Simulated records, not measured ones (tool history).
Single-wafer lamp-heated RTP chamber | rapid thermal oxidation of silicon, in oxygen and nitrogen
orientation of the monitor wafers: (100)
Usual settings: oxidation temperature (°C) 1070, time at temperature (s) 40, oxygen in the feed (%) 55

run,day,oxidation temperature (°C),time at temperature (s),oxygen in the feed (%),wafers since the last listed run,wafers since the last pyrometer calibration,hours since the oxygen flow controller was replaced,hours since the gauge calibration,"read-back reference wafer on the same gauge, thickness",oxide thickness on the monitor wafer (angstrom)
1,0,1078,40,55,0,3578,5827.4,649.8,6.556,66.95
2,0.554,1078,40,55,110,3689,5840.7,663.1,6.535,68.31
3,1.508,1077,35,55,190,3879,5863.6,686,6.534,63.61
4,2.925,1077,35,55,283,4162,5897.6,720,6.546,63.68
5,3.95,1077,35,55,204,4367,5922.2,744.6,6.531,63.07
6,5.267,1070,54,47,263,4630,5953.8,776.2,6.535,69.01
7,6.383,1070,54,47,223,4853,5980.6,803,6.544,69.11
# day 6.917: pyrometer window cleaned and pyrometer calibrated
8,7.871,1070,54,47,230,190,6016.3,838.7,6.539,69.02
9,8.475,1070,40,55,120,311,6030.8,853.2,6.539,63.93
10,9.6,1070,40,55,224,535,6057.8,880.2,6.531,64.02
11,10.529,1070,40,55,185,721,6080.1,902.5,6.543,63.66
12,11.542,1070,40,55,202,923,6104.4,926.8,6.534,63.92
13,12.442,1070,40,55,179,1103,6126,948.4,6.53,64.83
14,13.833,1070,40,55,278,1381,6159.4,981.8,6.534,64.26
15,14.846,1070,40,55,202,1583,6183.7,1006.1,6.547,64.14
16,16.033,1044,59,42,237,1820,6212.2,1034.6,6.548,57.96
17,17.371,1081,40,55,267,2088,6244.3,1066.7,6.543,68.73
# day 17.85: gauge calibrated
18,18.392,1070,40,55,203,2292,6268.8,13,6.539,64.27
19,19.412,1070,40,55,203,2495,6293.3,37.5,6.535,64.04
# day 20.317: oxygen flow controller replaced
20,20.838,1070,57,55,218,2714,12.5,71.7,6.539,74.88
21,21.808,1078,40,55,193,2907,35.8,95,6.55,67.25
22,23.162,1070,40,55,270,3178,68.3,127.5,6.543,63.78
# day 27.079: pyrometer window cleaned and pyrometer calibrated
23,27.171,1070,29,55,734,18,164.5,223.7,6.529,55.7
24,28.671,1070,57,31,299,318,200.5,259.7,6.532,61.21
25,29.871,1070,31,34,239,558,229.3,288.5,6.539,48.4
26,30.417,1059,32,47,109,667,242.4,301.6,6.541,50.7
27,31.742,1082,59,70,264,931,274.2,333.4,6.541,88.47
28,34.929,1088,59,80,636,1568,350.7,409.9,6.53,97.34
29,36.242,1087,33,67,262,1830,382.2,441.4,6.535,70.33
30,36.938,1041,32,55,139,1969,398.9,458.1,6.532,48.24
31,37.783,1070,40,55,168,2138,419.2,478.4,6.541,64.09
32,38.817,1070,40,55,206,2345,444,503.2,6.545,64.01
33,39.721,1084,40,55,180,2525,465.7,524.9,6.539,69.95

Run 34 comes next. What will it give?
34,40.288,1070,51,55,113,2638,479.3,538.5,?,?

Run 34 gave read-back reference wafer on the same gauge, thickness 6.541, oxide thickness on the monitor wafer (angstrom) 71.75.
Without the tool's hidden state the same run would have given oxide thickness on the monitor wafer (angstrom) 71.75.
